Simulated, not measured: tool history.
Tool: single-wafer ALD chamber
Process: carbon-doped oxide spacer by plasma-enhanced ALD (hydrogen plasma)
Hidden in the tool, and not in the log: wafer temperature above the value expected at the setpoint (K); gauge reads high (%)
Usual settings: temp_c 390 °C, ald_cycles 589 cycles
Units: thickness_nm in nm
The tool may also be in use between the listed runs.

run,hour,temp_c,ald_cycles,wafers since the last listed run,hours since the last thermocouple change,hours since the gauge calibration,"read-back reference wafer on the same gauge, thickness_nm",thickness_nm
1,0,390,589,0,2017.8,316.8,28.045,28.774
2,8,390,589,5,2025.8,324.8,28.043,28.665
3,25.7,390,589,12,2043.5,342.5,28.073,28.866
# hour 40.4: gauge calibrated
4,43.5,390,589,12,2061.3,3.1,27.65,28.344
5,74.1,390,589,20,2091.9,33.7,27.664,28.312
6,87.1,390,589,8,2104.9,46.7,27.692,28.373
7,93.8,390,589,4,2111.6,53.4,27.7,28.418
8,102.8,390,589,6,2120.6,62.4,27.688,28.538
9,113.5,390,589,7,2131.3,73.1,27.72,28.508
10,130.7,382,589,11,2148.5,90.3,27.726,28.392
11,140.6,382,589,6,2158.4,100.2,27.735,28.483
12,153.8,382,589,8,2171.6,113.4,27.745,28.36
13,164.3,396,589,7,2182.1,123.9,27.776,28.513
14,172.2,396,589,5,2190,131.8,27.769,28.515
15,188.2,390,589,10,2206,147.8,27.799,28.556
16,204.5,390,589,11,2222.3,164.1,27.808,28.537
17,221.7,384,660,11,2239.5,181.3,27.834,31.938
18,270,380,589,32,2287.8,229.6,27.905,28.666
19,281.1,380,589,7,2298.9,240.7,27.914,28.672
20,291.6,390,589,7,2309.4,251.2,27.918,28.502
21,304.8,390,536,8,2322.6,264.4,27.906,26.102
22,312.9,390,536,5,2330.7,272.5,27.926,26.001
# hour 321.4: thermocouple changed; heater temperature recalibrated
23,328.8,390,536,5,7.4,288.4,27.94,26.077
24,339,390,589,6,17.6,298.6,27.956,28.726
25,346.7,379,589,5,25.3,306.3,27.975,28.624
26,357.2,401,482,7,35.8,316.8,27.962,23.515
27,373.9,390,648,11,52.5,333.5,27.994,31.62
28,390.3,390,589,11,68.9,349.9,28.013,28.795
# hour 395.3: gauge calibrated
29,399.2,390,648,6,77.8,3.9,27.733,31.188
30,414.5,390,589,10,93.1,19.2,27.739,28.472
31,426.4,399,656,8,105,31.1,27.764,31.812
32,438,390,589,7,116.6,42.7,27.787,28.502
33,450.9,380,589,8,129.5,55.6,27.781,28.639
34,465.7,390,539,10,144.3,70.4,27.784,26.156
35,510.1,390,589,30,188.7,114.8,27.856,28.604
36,523.9,398,695,9,202.5,128.6,27.856,33.903
37,540.6,385,500,11,219.2,145.3,27.868,24.377
38,549.6,395,693,6,228.2,154.3,27.903,33.804
39,566.9,390,645,11,245.5,171.6,27.914,31.353
40,574.7,390,589,5,253.3,179.4,27.903,28.6
41,587.7,377,691,8,266.3,192.4,27.935,33.568
42,598.3,401,684,7,276.9,203,27.931,33.259
43,605.7,377,505,5,284.3,210.4,27.941,24.689
44,619.1,390,513,9,297.7,223.8,27.962,25.045
45,628.9,376,647,6,307.5,233.6,27.976,31.585
46,643.8,382,646,10,322.4,248.5,28.005,31.348
47,656.8,396,589,8,335.4,261.5,27.986,28.65
48,674.4,390,551,11,353,279.1,28.019,27.059

Forecast each of these 3 alternatives for the next run:
A,675.7,384,589,0,354.3,280.4,?,?
B,675.7,398,654,0,354.3,280.4,?,?
C,675.7,390,548,0,354.3,280.4,?,?

run,"read-back reference wafer on the same gauge, thickness_nm",thickness_nm
A,28.015,28.776
B,28.015,31.952
C,28.015,26.773
Without the tool's hidden state the same runs would have given:
run,thickness_nm
A,28.444
B,31.583
C,26.464
